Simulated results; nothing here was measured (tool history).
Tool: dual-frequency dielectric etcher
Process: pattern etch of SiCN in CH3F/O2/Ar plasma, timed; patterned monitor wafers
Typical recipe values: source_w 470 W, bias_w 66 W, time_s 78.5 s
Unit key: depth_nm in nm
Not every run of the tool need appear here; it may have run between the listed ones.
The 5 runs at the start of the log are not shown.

run,hour,source_w,bias_w,time_s,"read-back reference wafer on the same gauge, depth_nm",depth_nm
6,73.5,560,66,78.5,30.77,36.33
7,89,560,66,78.5,30.76,36.29
8,97.2,470,77,78.5,30.82,34.81
9,109.7,400,78,66,30.77,27.83
10,118.3,470,66,78.5,30.79,33.73
11,149.9,470,66,78.5,30.8,33.72
12,165.7,510,54,78.5,30.82,33.91
13,174.8,470,71,97.5,30.82,43.02
14,186.1,420,75,67.5,30.78,28.79
15,192.3,580,82,78.5,30.8,39.26
# hour 195.3: gauge calibrated
16,198.9,540,66,93.5,30.79,43.12
17,213,390,66,92,30.82,37.13
# hour 239.9: upper electrode replaced
# hour 242: wet clean of the chamber
18,242.5,470,66,78.5,30.8,32.02
19,242.8,390,58,64,30.79,23.72
20,254.9,470,66,86,30.77,35.53
21,270.4,510,59,66.5,30.84,27.86
22,278.5,560,66,97,30.83,43.56
23,293.8,420,66,94.5,30.83,37.9

Estimate the outcome of run 24 from the log above:
24,307.2,350,50,102,?,?

{"run 24": {"read-back reference wafer on the same gauge, depth_nm": 30.84, "depth_nm": 35.13}}
Had the tool carried no hidden state, the very same run would have given depth_nm 35.02 nm.
